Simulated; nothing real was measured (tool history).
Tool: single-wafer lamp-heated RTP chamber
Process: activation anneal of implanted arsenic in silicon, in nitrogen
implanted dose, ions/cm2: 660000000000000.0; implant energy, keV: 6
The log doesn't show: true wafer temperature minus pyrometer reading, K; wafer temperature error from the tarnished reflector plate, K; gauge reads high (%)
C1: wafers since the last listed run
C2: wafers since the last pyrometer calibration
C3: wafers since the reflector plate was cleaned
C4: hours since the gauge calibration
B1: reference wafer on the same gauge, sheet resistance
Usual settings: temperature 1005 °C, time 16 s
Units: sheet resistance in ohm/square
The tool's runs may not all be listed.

{"run": 1, "hour": 0.0, "temperature": 1005, "time": 16, "C1": 0, "C2": 2051, "C3": 2178, "C4": 239.5, "B1": 212.08, "sheet resistance": 194.99}
{"run": 2, "hour": 45.8, "temperature": 1022, "time": 16, "C1": 741, "C2": 2792, "C3": 2919, "C4": 285.3, "B1": 212.12, "sheet resistance": 182.95}
{"hour": 88.3, "done": "pyrometer window cleaned and pyrometer calibrated"}
{"run": 3, "hour": 99.7, "temperature": 1005, "time": 16, "C1": 742, "C2": 184, "C3": 3662, "C4": 339.2, "B1": 212.03, "sheet resistance": 192.94}
{"run": 4, "hour": 134.3, "temperature": 1005, "time": 16, "C1": 559, "C2": 744, "C3": 4222, "C4": 373.8, "B1": 212.01, "sheet resistance": 190.92}
{"hour": 242.8, "done": "gauge calibrated"}
{"run": 5, "hour": 265.3, "temperature": 1005, "time": 16, "C1": 2120, "C2": 2864, "C3": 6342, "C4": 22.5, "B1": 211.94, "sheet resistance": 193.22}
{"hour": 313.6, "done": "reflector plate cleaned"}
{"hour": 314.1, "done": "pyrometer window cleaned and pyrometer calibrated"}
{"run": 6, "hour": 319.3, "temperature": 1005, "time": 16, "C1": 735, "C2": 83, "C3": 83, "C4": 76.5, "B1": 211.6, "sheet resistance": 192.02}
{"run": 7, "hour": 348.7, "temperature": 1005, "time": 16, "C1": 475, "C2": 559, "C3": 559, "C4": 105.9, "B1": 211.32, "sheet resistance": 191.77}
{"run": 8, "hour": 388.1, "temperature": 988, "time": 11, "C1": 637, "C2": 1197, "C3": 1197, "C4": 145.3, "B1": 211.99, "sheet resistance": 211.54}
{"run": 9, "hour": 431.3, "temperature": 1026, "time": 7, "C1": 699, "C2": 1896, "C3": 1896, "C4": 188.5, "B1": 212.09, "sheet resistance": 201.62}
{"run": 10, "hour": 529.8, "temperature": 990, "time": 20, "C1": 1594, "C2": 3490, "C3": 3490, "C4": 287.0, "B1": 212.04, "sheet resistance": 195.95}
{"hour": 539.3, "done": "pyrometer window cleaned and pyrometer calibrated"}
{"run": 11, "hour": 573.4, "temperature": 979, "time": 8, "C1": 576, "C2": 551, "C3": 4066, "C4": 330.6, "B1": 211.88, "sheet resistance": 224.32}
{"run": 12, "hour": 643.8, "temperature": 993, "time": 11, "C1": 1139, "C2": 1691, "C3": 5205, "C4": 401.0, "B1": 211.49, "sheet resistance": 209.05}
{"hour": 672.9, "done": "gauge calibrated"}
{"run": 13, "hour": 712.1, "temperature": 1005, "time": 16, "C1": 1105, "C2": 2796, "C3": 6311, "C4": 39.2, "B1": 211.87, "sheet resistance": 193.3}
{"hour": 749.1, "done": "reflector plate cleaned"}
{"hour": 766.5, "done": "pyrometer window cleaned and pyrometer calibrated"}
{"run": 14, "hour": 767.0, "temperature": 1005, "time": 16, "C1": 629, "C2": 8, "C3": 160, "C4": 94.1, "B1": 212.01, "sheet resistance": 192.21}

Forecast run 15:
{"run": 15, "hour": 849.9, "temperature": 1005, "time": 16, "C1": 1341, "C2": 1350, "C3": 1502, "C4": 177.0, "B1": "?", "sheet resistance": "?"}

B1: 212.49
sheet resistance: 194.00 ohm/square
Without the tool's hidden state the same run would have given sheet resistance 194.00 ohm/square.

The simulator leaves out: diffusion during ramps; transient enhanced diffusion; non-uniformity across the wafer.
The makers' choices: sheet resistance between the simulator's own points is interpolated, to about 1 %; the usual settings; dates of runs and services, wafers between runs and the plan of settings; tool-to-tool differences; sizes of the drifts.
